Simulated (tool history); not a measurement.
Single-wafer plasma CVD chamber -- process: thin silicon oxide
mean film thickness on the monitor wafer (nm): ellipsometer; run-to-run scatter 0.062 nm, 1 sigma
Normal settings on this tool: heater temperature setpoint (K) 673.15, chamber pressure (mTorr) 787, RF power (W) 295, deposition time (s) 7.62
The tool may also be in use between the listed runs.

run	hour	heater temperature setpoint (K)	chamber pressure (mTorr)	RF power (W)	deposition time (s)	read-back reference wafer on the same gauge, thickness_nm	mean film thickness on the monitor wafer (nm)
1	0.0	673.15	787	295	7.62	12.913	11.835
2	70.8	673.15	787	295	7.62	12.888	11.896
3	102.9	673.15	787	295	7.62	12.917	11.774
4	156.9	685.15	787	295	7.05	12.893	10.743
5	209.3	673.15	787	295	7.62	12.921	11.604
6	261.0	673.15	787	295	7.62	12.894	11.552
7	329.1	673.15	787	295	7.62	12.902	11.544
8	361.9	673.15	787	295	7.62	12.888	11.470
9	411.6	673.15	787	295	7.62	12.902	11.385
10	468.1	673.15	648	340	7.62	12.892	10.278
# hour 514.3: capacitance manometer re-zeroed and calibrated
11	528.6	673.15	787	295	7.62	12.885	12.236
12	574.9	673.15	787	295	7.62	12.902	12.296
13	639.7	673.15	787	295	8.12	12.901	13.170
14	680.7	688.15	624	330	6.47	12.901	8.902
15	716.0	673.15	618	295	7.62	12.903	9.911
# hour 726.0: gauge calibrated
16	751.4	673.15	618	295	7.62	12.892	9.844
# hour 806.5: showerhead replaced
# hour 815.3: RF generator calibrated
17	818.9	673.15	787	295	7.62	12.904	12.669
# hour 851.8: thermocouple changed; heater temperature recalibrated
18	889.9	663.15	726	345	6.71	12.888	11.161
19	930.7	682.15	866	295	7.62	12.913	13.478
20	973.9	673.15	787	295	7.62	12.903	12.535
21	1032.1	688.15	906	295	7.62	12.920	13.916
22	1072.3	673.15	727	340	7.62	12.916	12.471
23	1104.3	664.15	863	295	7.24	12.898	12.916
24	1130.1	668.15	787	295	7.62	12.902	12.476
25	1157.1	686.15	787	340	7.62	12.900	13.211
26	1184.9	662.15	868	240	8.63	12.915	13.981

Consider 4 possible next runs. They are alternatives, not a sequence: every one starts from the tool as it was left by run 26. What does each give?
A	1185.3	673.15	787	295	7.62	?	?
B	1185.3	673.15	787	265	6.33	?	?
C	1185.3	679.15	787	295	6.12	?	?
D	1185.3	673.15	787	350	6.40	?	?

run	read-back reference wafer on the same gauge, thickness_nm	mean film thickness on the monitor wafer (nm)
A	12.906	12.510
B	12.906	9.884
C	12.906	10.017
D	12.906	11.318
With the hidden condition removed and each run's random variation left untouched, the same runs would have given:
run	mean film thickness on the monitor wafer (nm)
A	12.706
B	10.041
C	10.174
D	11.491
